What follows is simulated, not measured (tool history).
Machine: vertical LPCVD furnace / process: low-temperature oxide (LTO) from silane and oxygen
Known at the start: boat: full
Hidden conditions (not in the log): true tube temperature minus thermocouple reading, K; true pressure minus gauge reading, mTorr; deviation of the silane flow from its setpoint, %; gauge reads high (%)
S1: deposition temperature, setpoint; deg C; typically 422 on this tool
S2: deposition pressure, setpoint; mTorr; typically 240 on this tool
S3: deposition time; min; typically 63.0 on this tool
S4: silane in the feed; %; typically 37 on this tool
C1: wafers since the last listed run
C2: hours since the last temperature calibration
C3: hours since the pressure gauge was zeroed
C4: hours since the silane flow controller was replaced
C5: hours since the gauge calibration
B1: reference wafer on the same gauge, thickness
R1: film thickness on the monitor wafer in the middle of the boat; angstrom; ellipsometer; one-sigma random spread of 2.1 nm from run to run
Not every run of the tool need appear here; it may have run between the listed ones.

run,hour,S1,S2,S3,S4,C1,C2,C3,C4,C5,B1,R1
1,0.0,422,240,63.0,37,0,3753.0,1942.2,5910.6,713.0,810.49,7674.0
2,21.6,422,240,63.0,37,214,3774.6,1963.8,5932.2,734.6,809.62,7699.4
3,31.6,422,240,63.0,37,99,3784.6,1973.8,5942.2,744.6,811.37,7693.1
# hour 34.7: gauge calibrated
# hour 71.1: silane flow controller replaced
4,71.6,422,285,63.0,37,159,3824.6,2013.8,0.5,36.9,810.26,9074.4
5,77.1,422,285,63.0,37,54,3830.1,2019.3,6.0,42.4,810.95,9088.4
6,82.6,422,285,63.0,37,54,3835.6,2024.8,11.5,47.9,809.89,9074.4
7,88.6,422,240,63.0,34,59,3841.6,2030.8,17.5,53.9,808.66,6919.0
# hour 124.1: pressure gauge zeroed
8,124.6,422,240,63.0,34,119,3877.6,0.5,53.5,89.9,810.71,6650.7
9,130.1,422,240,63.0,37,54,3883.1,6.0,59.0,95.4,809.15,7408.1
10,137.7,422,240,53.0,37,75,3890.7,13.6,66.6,103.0,810.22,6230.4
11,154.5,422,240,53.0,37,166,3907.5,30.4,83.4,119.8,809.71,6229.7
12,169.3,425,195,46.5,37,147,3922.3,45.2,98.2,134.6,810.12,4594.1
13,183.5,422,275,63.0,37,141,3936.5,59.4,112.4,148.8,809.80,8461.5
14,199.3,422,240,63.0,37,157,3952.3,75.2,128.2,164.6,809.42,7437.4
15,214.4,412,205,76.5,33,150,3967.4,90.3,143.3,179.7,810.52,5969.7
16,225.6,422,240,63.0,37,111,3978.6,101.5,154.5,190.9,810.13,7420.5
17,238.4,426,205,70.5,31,127,3991.4,114.3,167.3,203.7,809.18,5922.5
18,251.3,427,225,74.5,44,128,4004.3,127.2,180.2,216.6,810.89,10519.9
# hour 277.2: thermocouples replaced and temperature profile calibrated
19,277.7,429,255,63.0,30,23,0.5,153.6,206.6,243.0,810.48,6460.5
20,283.2,422,240,63.0,37,54,6.0,159.1,212.1,248.5,809.98,7448.1
21,308.5,428,240,63.0,43,251,31.3,184.4,237.4,273.8,809.97,9329.2
22,328.4,422,240,63.0,37,197,51.2,204.3,257.3,293.7,810.71,7438.5
23,341.8,422,185,40.0,37,133,64.6,217.7,270.7,307.1,810.39,3645.7
24,361.6,422,240,63.0,41,196,84.4,237.5,290.5,326.9,809.45,8373.6
25,384.5,418,240,54.5,39,227,107.3,260.4,313.4,349.8,810.04,6548.0
26,395.6,422,205,47.5,37,110,118.4,271.5,324.5,360.9,810.37,4784.5
27,410.3,426,240,86.0,37,146,133.1,286.2,339.2,375.6,809.26,10601.7
28,431.7,422,240,87.0,30,212,154.5,307.6,360.6,397.0,809.44,7826.2
29,448.9,416,190,63.0,37,170,171.7,324.8,377.8,414.2,810.06,5586.0
30,470.3,434,210,63.0,43,212,193.1,346.2,399.2,435.6,809.00,8698.0

Consider 5 possible next runs. They are alternatives, not a sequence: every one starts from the tool as it was left by run 30. What does each give?
A,475.9,422,240,63.0,37,55,198.7,351.8,404.8,441.2,?,?
B,475.9,416,240,63.0,42,55,198.7,351.8,404.8,441.2,?,?
C,475.9,422,240,63.0,31,55,198.7,351.8,404.8,441.2,?,?
D,475.9,422,240,81.5,37,55,198.7,351.8,404.8,441.2,?,?
E,475.9,428,240,63.0,37,55,198.7,351.8,404.8,441.2,?,?

run,B1,R1
A,810.17,7431.5
B,810.17,8076.9
C,810.17,5905.1
D,810.17,9613.8
E,810.17,7903.0
With the hidden condition removed and each run's random variation left untouched, the same runs would have given:
run,R1
A,7313.4
B,7948.5
C,5811.3
D,9461.0
E,7777.4
